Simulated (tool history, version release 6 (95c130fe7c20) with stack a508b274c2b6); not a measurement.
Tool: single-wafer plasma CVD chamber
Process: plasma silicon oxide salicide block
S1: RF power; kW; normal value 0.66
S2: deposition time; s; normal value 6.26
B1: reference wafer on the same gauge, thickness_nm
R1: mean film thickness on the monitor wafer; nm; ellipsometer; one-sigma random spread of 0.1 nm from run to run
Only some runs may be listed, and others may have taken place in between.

| run | hour | S1 | S2 | B1 | R1 |
|---|---|---|---|---|---|
| 1 | 0 | 0.66 | 6.26 | 80.589 | 66.564 |
| 2 | 9.1 | 0.755 | 6.93 | 80.597 | 78.558 |
| 3 | 17.4 | 0.755 | 6.93 | 80.6 | 78.663 |
| 4 | 32.8 | 0.755 | 6.93 | 80.587 | 78.603 |
| 5 | 38.9 | 0.66 | 6.26 | 80.558 | 66.472 |
| 6 | 53.1 | 0.66 | 6.26 | 80.569 | 66.52 |
| 7 | 71 | 0.66 | 6.26 | 80.575 | 66.463 |
| 8 | 86.2 | 0.66 | 6.26 | 80.549 | 66.349 |
| 9 | 97.7 | 0.66 | 6.26 | 80.601 | 66.507 |
| 10 | 111.1 | 0.66 | 6.55 | 80.616 | 69.653 |
| 11 | 119 | 0.66 | 6.26 | 80.616 | 66.276 |
| 12 | 130.6 | 0.66 | 6.26 | 80.591 | 66.474 |
|  | 137 | gauge calibrated |
|  | 143.7 | RF generator calibrated |
| 13 | 148.5 | 0.66 | 6.26 | 80.571 | 69.281 |
|  | 173.7 | showerhead replaced |
| 14 | 181.2 | 0.775 | 5.44 | 80.586 | 65.242 |
| 15 | 191.7 | 0.56 | 6.26 | 80.618 | 63.485 |
| 16 | 208.5 | 0.715 | 5.42 | 80.622 | 62.574 |
| 17 | 215.2 | 0.66 | 6.26 | 80.632 | 69.237 |
| 18 | 226.6 | 0.765 | 5.27 | 80.615 | 62.724 |
| 19 | 237.5 | 0.66 | 6.26 | 80.556 | 69.37 |
| 20 | 251.7 | 0.71 | 5.03 | 80.576 | 57.687 |
| 21 | 267.4 | 0.66 | 6.78 | 80.627 | 75.103 |
| 22 | 277.2 | 0.56 | 6.26 | 80.589 | 63.476 |
| 23 | 291 | 0.66 | 7.1 | 80.609 | 78.5 |
| 24 | 301.3 | 0.66 | 6.26 | 80.578 | 69.198 |
| 25 | 313.1 | 0.755 | 5.93 | 80.593 | 70.104 |

Each row is a separate what-if for the run after 25, all from the same tool condition, not one after another. Results?
| A | 313.5 | 0.66 | 6.26 | ? | ? |
| B | 313.5 | 0.79 | 5.16 | ? | ? |
| C | 313.5 | 0.6 | 5.32 | ? | ? |
| D | 313.5 | 0.66 | 6.86 | ? | ? |
| E | 313.5 | 0.58 | 5.55 | ? | ? |

| run | B1 | R1 |
|---|---|---|
| A | 80.614 | 69.36 |
| B | 80.614 | 62.346 |
| C | 80.614 | 56.049 |
| D | 80.614 | 76.008 |
| E | 80.614 | 57.38 |
The same runs, with their run-to-run variation unchanged, on a tool lacking any hidden condition would have given:
| run | R1 |
|---|---|
| A | 69.648 |
| B | 62.606 |
| C | 56.283 |
| D | 76.324 |
| E | 57.619 |
